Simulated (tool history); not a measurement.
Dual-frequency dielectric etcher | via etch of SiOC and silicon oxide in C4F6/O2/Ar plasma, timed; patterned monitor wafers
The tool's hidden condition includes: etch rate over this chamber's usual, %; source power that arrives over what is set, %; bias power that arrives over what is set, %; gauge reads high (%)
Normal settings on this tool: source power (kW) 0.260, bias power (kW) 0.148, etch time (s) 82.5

run,hour,source power (kW),bias power (kW),etch time (s),wafers since the last listed run,hours since the last wet clean,hours since the last source power generator calibration,hours since the last bias power generator calibration,hours since the last upper electrode change,hours since the gauge calibration,"read-back reference wafer on the same gauge, depth_nm",mean etch depth across the wafer (nm)
1,0.0,0.260,0.148,82.5,0,492.3,1384.2,1444.0,5206.4,938.1,64.3,72.8
# hour 64.6: wet clean of the chamber
2,75.6,0.260,0.148,82.5,541,11.0,1459.8,1519.6,5282.0,1013.7,64.2,74.1
# hour 124.8: gauge calibrated
3,175.8,0.260,0.148,82.5,1052,111.2,1560.0,1619.8,5382.2,51.0,64.3,73.2
4,251.3,0.280,0.148,82.5,792,186.7,1635.5,1695.3,5457.7,126.5,64.3,75.7
5,340.6,0.260,0.148,82.5,937,276.0,1724.8,1784.6,5547.0,215.8,64.3,72.8
6,385.8,0.260,0.148,82.5,474,321.2,1770.0,1829.8,5592.2,261.0,64.3,72.8
7,432.5,0.260,0.148,82.5,490,367.9,1816.7,1876.5,5638.9,307.7,64.3,73.2
# hour 438.5: source power generator calibrated
8,494.3,0.260,0.148,82.5,607,429.7,55.8,1938.3,5700.7,369.5,64.2,70.6
9,577.7,0.260,0.148,82.5,875,513.1,139.2,2021.7,5784.1,452.9,64.4,71.2
# hour 636.4: wet clean of the chamber
10,636.9,0.260,0.170,106.5,369,0.5,198.4,2080.9,5843.3,512.1,64.3,100.5
# hour 652.0: bias power generator calibrated
# hour 688.8: upper electrode replaced
11,766.2,0.220,0.135,82.5,1063,129.8,327.7,114.2,77.4,641.4,64.3,64.4
12,849.7,0.260,0.117,103.0,876,213.3,411.2,197.7,160.9,724.9,64.4,81.1
13,954.9,0.260,0.148,82.5,1104,318.5,516.4,302.9,266.1,830.1,64.3,72.3
14,1021.2,0.280,0.136,106.5,696,384.8,582.7,369.2,332.4,896.4,64.3,93.1

What does the tool deliver on the next run?
# hour 1083.7: gauge calibrated
15,1128.5,0.260,0.148,82.5,1126,492.1,690.0,476.5,439.7,44.8,?,?

Run 15 measured read-back reference wafer on the same gauge, depth_nm 64.3, mean etch depth across the wafer (nm) 72.1.
With no hidden state in the tool, this same run would have given mean etch depth across the wafer (nm) 72.5.

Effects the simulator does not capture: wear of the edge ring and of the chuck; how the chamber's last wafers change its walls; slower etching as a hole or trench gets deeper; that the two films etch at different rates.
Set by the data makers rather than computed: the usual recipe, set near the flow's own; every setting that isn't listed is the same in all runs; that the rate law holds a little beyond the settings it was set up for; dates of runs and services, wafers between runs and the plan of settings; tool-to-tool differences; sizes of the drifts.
